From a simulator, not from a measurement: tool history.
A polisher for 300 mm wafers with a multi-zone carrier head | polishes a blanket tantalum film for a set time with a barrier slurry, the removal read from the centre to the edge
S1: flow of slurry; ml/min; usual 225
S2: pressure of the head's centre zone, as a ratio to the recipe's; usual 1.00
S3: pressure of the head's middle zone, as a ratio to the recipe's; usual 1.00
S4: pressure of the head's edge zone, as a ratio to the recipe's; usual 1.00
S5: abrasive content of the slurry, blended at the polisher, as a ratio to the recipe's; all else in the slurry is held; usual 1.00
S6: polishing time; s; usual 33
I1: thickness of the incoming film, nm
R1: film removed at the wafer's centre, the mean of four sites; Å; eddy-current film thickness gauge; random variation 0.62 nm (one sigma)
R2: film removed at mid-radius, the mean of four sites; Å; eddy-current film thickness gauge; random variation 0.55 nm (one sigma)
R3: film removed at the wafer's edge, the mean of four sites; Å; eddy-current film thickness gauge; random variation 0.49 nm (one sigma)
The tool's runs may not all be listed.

{"run": 1, "day": 0.0, "S1": 225, "S2": 1.0, "S3": 1.0, "S4": 1.0, "S5": 1.0, "S6": 33, "I1": 251.2, "R1": 476, "R2": 400, "R3": 409}
{"run": 2, "day": 0.575, "S1": 225, "S2": 1.0, "S3": 1.0, "S4": 1.0, "S5": 1.0, "S6": 33, "I1": 244.8, "R1": 457, "R2": 413, "R3": 418}
{"day": 0.671, "done": "edge zone pressure recalibrated"}
{"day": 1.121, "done": "carrier head's membrane replaced by a new one"}
{"day": 2.733, "done": "worn pad replaced by a new one"}
{"run": 3, "day": 2.754, "S1": 225, "S2": 1.0, "S3": 1.0, "S4": 1.0, "S5": 1.0, "S6": 33, "I1": 247.4, "R1": 466, "R2": 393, "R3": 423}
{"day": 2.971, "done": "slurry nozzle cleaned"}
{"run": 4, "day": 3.292, "S1": 225, "S2": 1.0, "S3": 1.0, "S4": 1.07, "S5": 1.1, "S6": 33, "I1": 253.0, "R1": 470, "R2": 416, "R3": 442}
{"run": 5, "day": 3.858, "S1": 225, "S2": 1.0, "S3": 1.0, "S4": 1.07, "S5": 1.1, "S6": 33, "I1": 248.1, "R1": 481, "R2": 414, "R3": 428}
{"day": 4.346, "done": "centre zone pressure recalibrated"}
{"run": 6, "day": 4.367, "S1": 225, "S2": 1.0, "S3": 1.0, "S4": 1.0, "S5": 1.2, "S6": 33, "I1": 250.1, "R1": 429, "R2": 417, "R3": 424}
{"run": 7, "day": 4.579, "S1": 225, "S2": 1.0, "S3": 1.11, "S4": 1.0, "S5": 1.0, "S6": 33, "I1": 247.2, "R1": 426, "R2": 425, "R3": 405}
{"run": 8, "day": 5.108, "S1": 225, "S2": 1.0, "S3": 1.0, "S4": 1.0, "S5": 1.25, "S6": 33, "I1": 248.7, "R1": 444, "R2": 425, "R3": 428}
{"run": 9, "day": 5.812, "S1": 165, "S2": 1.0, "S3": 1.0, "S4": 0.92, "S5": 0.8, "S6": 33, "I1": 249.7, "R1": 384, "R2": 372, "R3": 363}
{"run": 10, "day": 6.196, "S1": 165, "S2": 1.03, "S3": 1.0, "S4": 0.97, "S5": 1.0, "S6": 27, "I1": 250.1, "R1": 342, "R2": 332, "R3": 319}
{"run": 11, "day": 6.546, "S1": 225, "S2": 1.0, "S3": 1.0, "S4": 1.0, "S5": 1.0, "S6": 33, "I1": 247.3, "R1": 421, "R2": 412, "R3": 419}
{"day": 6.8, "done": "worn pad replaced by a new one"}
{"run": 12, "day": 7.142, "S1": 225, "S2": 1.0, "S3": 1.0, "S4": 1.0, "S5": 1.0, "S6": 33, "I1": 245.6, "R1": 420, "R2": 404, "R3": 414}
{"run": 13, "day": 7.8, "S1": 225, "S2": 1.0, "S3": 1.0, "S4": 1.0, "S5": 1.0, "S6": 33, "I1": 254.0, "R1": 416, "R2": 398, "R3": 410}
{"run": 14, "day": 8.508, "S1": 165, "S2": 1.0, "S3": 1.0, "S4": 1.1, "S5": 1.0, "S6": 33, "I1": 251.5, "R1": 401, "R2": 391, "R3": 425}
{"run": 15, "day": 9.15, "S1": 225, "S2": 1.0, "S3": 1.0, "S4": 1.0, "S5": 1.25, "S6": 33, "I1": 246.2, "R1": 440, "R2": 438, "R3": 431}
{"run": 16, "day": 9.638, "S1": 225, "S2": 1.0, "S3": 1.0, "S4": 1.0, "S5": 0.8, "S6": 23, "I1": 251.9, "R1": 281, "R2": 268, "R3": 270}
{"run": 17, "day": 10.2, "S1": 245, "S2": 1.0, "S3": 1.0, "S4": 1.0, "S5": 1.0, "S6": 26, "I1": 248.8, "R1": 339, "R2": 321, "R3": 321}
{"day": 10.967, "done": "worn pad replaced by a new one"}
{"run": 18, "day": 10.988, "S1": 225, "S2": 1.0, "S3": 1.0, "S4": 1.0, "S5": 1.0, "S6": 33, "I1": 250.7, "R1": 429, "R2": 404, "R3": 414}
{"run": 19, "day": 11.246, "S1": 225, "S2": 1.0, "S3": 0.88, "S4": 0.96, "S5": 1.0, "S6": 43, "I1": 247.6, "R1": 547, "R2": 485, "R3": 527}
{"run": 20, "day": 13.258, "S1": 225, "S2": 1.05, "S3": 0.92, "S4": 1.0, "S5": 1.0, "S6": 33, "I1": 251.3, "R1": 437, "R2": 395, "R3": 411}
{"run": 21, "day": 13.792, "S1": 205, "S2": 1.0, "S3": 1.0, "S4": 1.0, "S5": 1.1, "S6": 25, "I1": 250.8, "R1": 324, "R2": 315, "R3": 314}
{"run": 22, "day": 14.129, "S1": 145, "S2": 0.91, "S3": 1.0, "S4": 0.97, "S5": 0.7, "S6": 33, "I1": 248.9, "R1": 330, "R2": 343, "R3": 350}

4 ways to go on from here, each from the tool as it stands after run 22. What would each give?
{"run": "A", "day": 14.146, "S1": 225, "S2": 1.09, "S3": 1.0, "S4": 1.0, "S5": 1.0, "S6": 33, "I1": 248.1, "R1": "?", "R2": "?", "R3": "?"}
{"run": "B", "day": 14.146, "S1": 225, "S2": 1.0, "S3": 0.88, "S4": 1.0, "S5": 1.0, "S6": 33, "I1": 248.1, "R1": "?", "R2": "?", "R3": "?"}
{"run": "C", "day": 14.146, "S1": 225, "S2": 0.97, "S3": 1.0, "S4": 1.0, "S5": 1.0, "S6": 33, "I1": 248.1, "R1": "?", "R2": "?", "R3": "?"}
{"run": "D", "day": 14.146, "S1": 225, "S2": 1.0, "S3": 1.0, "S4": 1.0, "S5": 0.75, "S6": 33, "I1": 248.1, "R1": "?", "R2": "?", "R3": "?"}

run=A R1=463 R2=405 R3=418
run=B R1=424 R2=375 R3=419
run=C R1=412 R2=405 R3=418
run=D R1=394 R2=376 R3=387
Without the tool's hidden state the same runs would have given:
run=A R1=464 R2=405 R3=418
run=B R1=425 R2=375 R3=419
run=C R1=412 R2=405 R3=418
run=D R1=394 R2=376 R3=387
